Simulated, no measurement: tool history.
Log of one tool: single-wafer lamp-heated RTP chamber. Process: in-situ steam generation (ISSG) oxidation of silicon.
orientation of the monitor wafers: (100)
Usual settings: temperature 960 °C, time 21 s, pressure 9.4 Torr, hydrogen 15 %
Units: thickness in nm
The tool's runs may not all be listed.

run	hour	temperature	time	pressure	hydrogen	wafers since the last listed run	wafers since the last pyrometer calibration	hours since the pressure gauge was zeroed	hours since the hydrogen flow controller was replaced	hours since the gauge calibration	read-back reference wafer on the same gauge, thickness	thickness
1	0.0	960	21	9.4	15	0	2263	1565.9	6416.9	552.4	5.269	4.778
2	87.3	960	21	9.4	15	1322	3585	1653.2	6504.2	639.7	5.263	4.760
3	131.4	971	21	10.0	15	668	4253	1697.3	6548.3	683.8	5.260	4.919
4	192.3	948	21	9.4	15	922	5176	1758.2	6609.2	744.7	5.259	4.610
# hour 217.0: pyrometer window cleaned and pyrometer calibrated
5	238.7	948	21	9.4	15	581	329	1804.6	6655.6	791.1	5.251	4.601
6	318.8	948	21	9.4	15	1213	1542	1884.7	6735.7	871.2	5.248	4.581
7	356.0	960	15	9.4	15	563	2106	1921.9	6772.9	908.4	5.248	4.145
8	397.9	960	21	9.4	11	634	2740	1963.8	6814.8	950.3	5.246	4.465
9	464.7	960	21	9.4	11	1011	3752	2030.6	6881.6	1017.1	5.244	4.473
10	503.4	944	27	9.4	15	586	4339	2069.3	6920.3	1055.8	5.236	5.052
11	571.5	960	21	10.2	18	1031	5370	2137.4	6988.4	1123.9	5.232	4.862
# hour 627.9: pyrometer window cleaned and pyrometer calibrated
12	679.4	960	21	9.4	15	1513	779	2245.3	7096.3	1231.8	5.223	4.733
13	779.1	947	21	10.0	15	1510	2290	2345.0	7196.0	1331.5	5.221	4.542
# hour 800.1: hydrogen flow controller replaced
# hour 856.2: gauge calibrated
14	882.0	950	17	9.4	22	1437	3727	2447.9	81.9	25.8	5.315	4.652
15	927.9	950	15	10.2	15	695	4422	2493.8	127.8	71.7	5.316	4.016
# hour 980.8: pyrometer window cleaned and pyrometer calibrated
# hour 1007.6: pressure gauge zeroed
16	1026.4	960	21	9.4	15	1249	569	18.8	226.3	170.2	5.307	4.818
17	1118.6	970	21	9.4	15	1396	1966	111.0	318.5	262.4	5.300	4.977
18	1191.8	960	27	10.2	18	1108	3075	184.2	391.7	335.6	5.293	5.531
19	1263.0	960	21	9.4	15	1078	4153	255.4	462.9	406.8	5.291	4.808
20	1349.2	944	21	9.4	11	1305	5459	341.6	549.1	493.0	5.289	4.298

4 ways to go on from here, each from the tool as it stands after run 20. What would each give?
A	1349.6	960	21	9.4	15	6	5465	342.0	549.5	493.4	?	?
B	1349.6	974	21	9.4	15	6	5465	342.0	549.5	493.4	?	?
C	1349.6	952	16	9.0	11	6	5465	342.0	549.5	493.4	?	?
D	1349.6	960	26	9.4	15	6	5465	342.0	549.5	493.4	?	?

run	read-back reference wafer on the same gauge, thickness	thickness
A	5.284	4.814
B	5.284	5.044
C	5.284	3.946
D	5.284	5.294
Without the tool's hidden state the same runs would have given:
run	thickness
A	4.827
B	5.058
C	3.956
D	5.308

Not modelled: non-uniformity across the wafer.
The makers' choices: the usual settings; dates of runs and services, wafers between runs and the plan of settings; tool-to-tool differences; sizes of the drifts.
